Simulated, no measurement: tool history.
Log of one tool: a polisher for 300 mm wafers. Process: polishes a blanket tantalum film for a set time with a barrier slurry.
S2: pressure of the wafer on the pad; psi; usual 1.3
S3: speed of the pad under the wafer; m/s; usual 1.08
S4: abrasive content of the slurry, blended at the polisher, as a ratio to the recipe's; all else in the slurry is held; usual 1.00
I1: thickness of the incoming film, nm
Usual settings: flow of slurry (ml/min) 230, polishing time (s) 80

Run 1, hour 0.0: usual settings but S3 0.92 m/s; I1 284.4. Result: film removed (angstrom) 934.
Run 2, hour 35.0: usual settings but S3 0.92 m/s; I1 276.1. Result: film removed (angstrom) 940.
Run 3, hour 61.2: usual settings; I1 275.1. Result: film removed (angstrom) 1096.
Run 4, hour 93.7: usual settings; I1 278.3. Result: film removed (angstrom) 1104.
Run 5, hour 114.5: usual settings; I1 279.0. Result: film removed (angstrom) 1068.
Run 6, hour 130.0: usual settings but S2 1.1 psi; I1 279.7. Result: film removed (angstrom) 933.
Run 7, hour 162.7: usual settings; I1 279.5. Result: film removed (angstrom) 1037.
At hour 178.4: worn pad replaced by a new one.
Run 8, hour 178.8: usual settings; I1 285.8. Result: film removed (angstrom) 1045.
At hour 190.5: slurry blender recalibrated.
Run 9, hour 195.9: usual settings; I1 278.9. Result: film removed (angstrom) 1128.
Run 10, hour 208.0: usual settings but S2 0.9 psi, polishing time (s) 68; I1 277.6. Result: film removed (angstrom) 750.
Run 11, hour 243.1: usual settings but S2 0.9 psi, polishing time (s) 68; I1 280.2. Result: film removed (angstrom) 754.
Run 12, hour 269.7: usual settings but S2 0.9 psi, polishing time (s) 68; I1 276.3. Result: film removed (angstrom) 737.
Run 13, hour 288.7: usual settings; I1 279.0. Result: film removed (angstrom) 1116.
Run 14, hour 311.4: usual settings but flow of slurry (ml/min) 165, S2 1.5 psi; I1 278.0. Result: film removed (angstrom) 1171.
At hour 330.0: slurry nozzle cleaned.
Run 15, hour 344.7: usual settings; I1 282.5. Result: film removed (angstrom) 1086.
Run 16, hour 357.9: usual settings but flow of slurry (ml/min) 180, S2 1.7 psi, S4 0.75, polishing time (s) 70; I1 281.9. Result: film removed (angstrom) 983.
Run 17, hour 376.9: usual settings but S2 0.8 psi, S3 0.88 m/s, polishing time (s) 103; I1 278.1. Result: film removed (angstrom) 826.
At hour 404.4: worn pad replaced by a new one.
Run 18, hour 408.3: usual settings but S4 1.20; I1 280.7. Result: film removed (angstrom) 1141.
Run 19, hour 436.7: usual settings; I1 279.4. Result: film removed (angstrom) 1051.
At hour 443.0: head pressure recalibrated.
Run 20, hour 458.3: usual settings but flow of slurry (ml/min) 195, S3 1.32 m/s; I1 279.3. Result: film removed (angstrom) 1274.
Run 21, hour 535.7: usual settings but flow of slurry (ml/min) 205, S2 1.5 psi, polishing time (s) 53; I1 283.0. Result: film removed (angstrom) 715.
Run 22, hour 551.6: usual settings but flow of slurry (ml/min) 165, S2 1.0 psi, S3 1.40 m/s; I1 278.1. Result: film removed (angstrom) 985.
At hour 566.1: slurry blender recalibrated.
At hour 612.6: worn pad replaced by a new one.
Run 23, hour 655.4: usual settings but S3 0.78 m/s; I1 275.9. Result: film removed (angstrom) 827.
Run 24, hour 691.0: usual settings but flow of slurry (ml/min) 155, S2 0.9 psi, S3 1.34 m/s, S4 1.25; I1 282.7. Result: film removed (angstrom) 1120.
Run 25, hour 714.7: usual settings but S2 1.0 psi, S3 1.40 m/s; I1 283.7. Result: film removed (angstrom) 1203.
Run 26, hour 749.7: usual settings; I1 280.6. Result: film removed (angstrom) 1098.
Run 27, hour 772.1: usual settings but S2 1.1 psi, S3 1.46 m/s, S4 1.20, polishing time (s) 88; I1 281.4. Result: film removed (angstrom) 1520.
Run 28, hour 806.6: usual settings but S2 1.1 psi, S3 1.24 m/s, S4 0.80, polishing time (s) 99; I1 282.5. Result: film removed (angstrom) 1209.
At hour 818.4: worn pad replaced by a new one.
Run 29, hour 833.7: usual settings; I1 280.1. Result: film removed (angstrom) 1049.
Run 30, hour 866.6: usual settings but S2 1.5 psi, S3 0.96 m/s, polishing time (s) 64; I1 279.2. Result: film removed (angstrom) 804.

Some steps in film removed (angstrom) between neighbouring runs. How much of each would the tool show without its hidden state too (settings, what came in, random variation), and how much is left for the hidden state, with any gauge scatter that isn't in both results?
The hidden state here: removal rate lost through wear of the pad, %; slurry flow missing at the pad, %; deviation of the head's pressure from its setpoint, %; abrasive missing from the slurry, %.
Run 8 -> 9: slurry blender recalibrated. film removed (angstrom) +83: hidden state +101, all else -18.
Run 12 -> 13: S2 0.9 -> 1.3, polishing time (s) 68 -> 80. film removed (angstrom) +379: hidden state -10, all else +389.
Run 20 -> 21: flow of slurry (ml/min) 195 -> 205, S2 1.3 -> 1.5, S3 1.32 -> 1.08, polishing time (s) 80 -> 53. film removed (angstrom) -559: hidden state -8, all else -551.
Run 21 -> 22: flow of slurry (ml/min) 205 -> 165, S2 1.5 -> 1.0, S3 1.08 -> 1.40, polishing time (s) 53 -> 80. film removed (angstrom) +270: hidden state -72, all else +342.
Run 22 -> 23: flow of slurry (ml/min) 165 -> 230, S2 1.0 -> 1.3, S3 1.40 -> 0.78, slurry blender recalibrated, worn pad replaced by a new one. film removed (angstrom) -158: hidden state +191, all else -349.
Run 26 -> 27: S2 1.3 -> 1.1, S3 1.08 -> 1.46, S4 1.00 -> 1.20, polishing time (s) 80 -> 88. film removed (angstrom) +422: hidden state -18, all else +440.
